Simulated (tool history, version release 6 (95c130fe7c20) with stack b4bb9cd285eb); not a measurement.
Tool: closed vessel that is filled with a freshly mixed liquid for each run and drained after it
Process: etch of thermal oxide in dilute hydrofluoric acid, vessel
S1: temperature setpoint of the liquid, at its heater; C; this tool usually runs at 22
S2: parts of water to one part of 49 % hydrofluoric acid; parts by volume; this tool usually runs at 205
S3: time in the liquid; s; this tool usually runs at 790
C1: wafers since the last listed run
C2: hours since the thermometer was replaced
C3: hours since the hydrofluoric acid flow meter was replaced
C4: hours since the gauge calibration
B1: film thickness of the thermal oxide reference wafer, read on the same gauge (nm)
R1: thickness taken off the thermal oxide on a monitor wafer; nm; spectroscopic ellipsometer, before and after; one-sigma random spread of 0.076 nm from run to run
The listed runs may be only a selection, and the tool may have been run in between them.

{"run": 1, "hour": 0.0, "S1": 23, "S2": 205, "S3": 790, "C1": 0, "C2": 1601.8, "C3": 1697.5, "C4": 334.5, "B1": 50, "R1": 13.68}
{"run": 2, "hour": 134.0, "S1": 23, "S2": 205, "S3": 790, "C1": 7463, "C2": 1735.8, "C3": 1831.5, "C4": 468.5, "B1": 50.01, "R1": 13.69}
{"run": 3, "hour": 205.7, "S1": 22, "S2": 205, "S3": 790, "C1": 3993, "C2": 1807.5, "C3": 1903.2, "C4": 540.2, "B1": 49.99, "R1": 13.13}
{"run": 4, "hour": 268.6, "S1": 22, "S2": 205, "S3": 790, "C1": 3503, "C2": 1870.4, "C3": 1966.1, "C4": 603.1, "B1": 50.01, "R1": 13.25}
{"run": 5, "hour": 354.8, "S1": 22, "S2": 205, "S3": 1010, "C1": 4801, "C2": 1956.6, "C3": 2052.3, "C4": 689.3, "B1": 49.99, "R1": 16.81}
{"hour": 507.7, "done": "hydrofluoric acid flow meter replaced"}
{"run": 6, "hour": 537.8, "S1": 22, "S2": 205, "S3": 1010, "C1": 10136, "C2": 2139.6, "C3": 30.1, "C4": 872.3, "B1": 50.02, "R1": 15.05}
{"run": 7, "hour": 585.8, "S1": 22, "S2": 205, "S3": 1010, "C1": 2673, "C2": 2187.6, "C3": 78.1, "C4": 920.3, "B1": 50.01, "R1": 14.95}
{"run": 8, "hour": 628.6, "S1": 22, "S2": 205, "S3": 790, "C1": 2383, "C2": 2230.4, "C3": 120.9, "C4": 963.1, "B1": 50.03, "R1": 11.79}
{"run": 9, "hour": 675.1, "S1": 22, "S2": 205, "S3": 790, "C1": 2589, "C2": 2276.9, "C3": 167.4, "C4": 1009.6, "B1": 50, "R1": 11.71}
{"run": 10, "hour": 731.6, "S1": 22, "S2": 205, "S3": 920, "C1": 3146, "C2": 2333.4, "C3": 223.9, "C4": 1066.1, "B1": 50.01, "R1": 13.6}
{"run": 11, "hour": 812.5, "S1": 26.5, "S2": 125, "S3": 1080, "C1": 4505, "C2": 2414.3, "C3": 304.8, "C4": 1147, "B1": 50, "R1": 34.4}
{"hour": 814.7, "done": "hydrofluoric acid flow meter replaced, repeated, since the last time left the tool worse"}
{"run": 12, "hour": 874.8, "S1": 20.5, "S2": 140, "S3": 790, "C1": 3414, "C2": 2476.6, "C3": 60.1, "C4": 1209.3, "B1": 50, "R1": 21.07}
{"run": 13, "hour": 939.0, "S1": 20.5, "S2": 140, "S3": 790, "C1": 3575, "C2": 2540.8, "C3": 124.3, "C4": 1273.5, "B1": 49.97, "R1": 21.04}
{"hour": 951.8, "done": "thermometer replaced"}
{"run": 14, "hour": 1010.1, "S1": 25, "S2": 300, "S3": 395, "C1": 3904, "C2": 58.3, "C3": 195.4, "C4": 1344.6, "B1": 50.01, "R1": 4.92}
{"run": 15, "hour": 1060.7, "S1": 22, "S2": 205, "S3": 790, "C1": 2818, "C2": 108.9, "C3": 246, "C4": 1395.2, "B1": 50, "R1": 14.22}
{"hour": 1087.0, "done": "gauge calibrated"}
{"run": 16, "hour": 1329.2, "S1": 24, "S2": 290, "S3": 500, "C1": 14954, "C2": 377.4, "C3": 514.5, "C4": 242.2, "B1": 49.99, "R1": 6.17}
{"run": 17, "hour": 1384.7, "S1": 22, "S2": 180, "S3": 790, "C1": 3091, "C2": 432.9, "C3": 570, "C4": 297.7, "B1": 50.01, "R1": 16.33}
{"run": 18, "hour": 1465.7, "S1": 22, "S2": 280, "S3": 790, "C1": 4511, "C2": 513.9, "C3": 651, "C4": 378.7, "B1": 50, "R1": 9.46}
{"run": 19, "hour": 1555.2, "S1": 22, "S2": 205, "S3": 790, "C1": 4984, "C2": 603.4, "C3": 740.5, "C4": 468.2, "B1": 50.01, "R1": 13.8}

How would selected steps in R1 from run to run divide? Give the signed amount a tool lacking its hidden state would still show from settings, what came in and random variation, and the signed amount left for the hidden state, including any gauge scatter that is not in both of the compared results.
Hidden state at play: liquid hotter than its thermometer reads (K); hydrofluoric acid flow below the setpoint (%); gauge reads high (%).
Run 10 -> 11: S1 22 -> 26.5, S2 205 -> 125, S3 920 -> 1080. R1 +20.8 nm: hidden state -4.48, all else +25.28.
Run 11 -> 12: S1 26.5 -> 20.5, S2 125 -> 140, S3 1080 -> 790, hydrofluoric acid flow meter replaced, repeated, since the last time left the tool worse. R1 -13.33 nm: hidden state +7.47, all else -20.8.
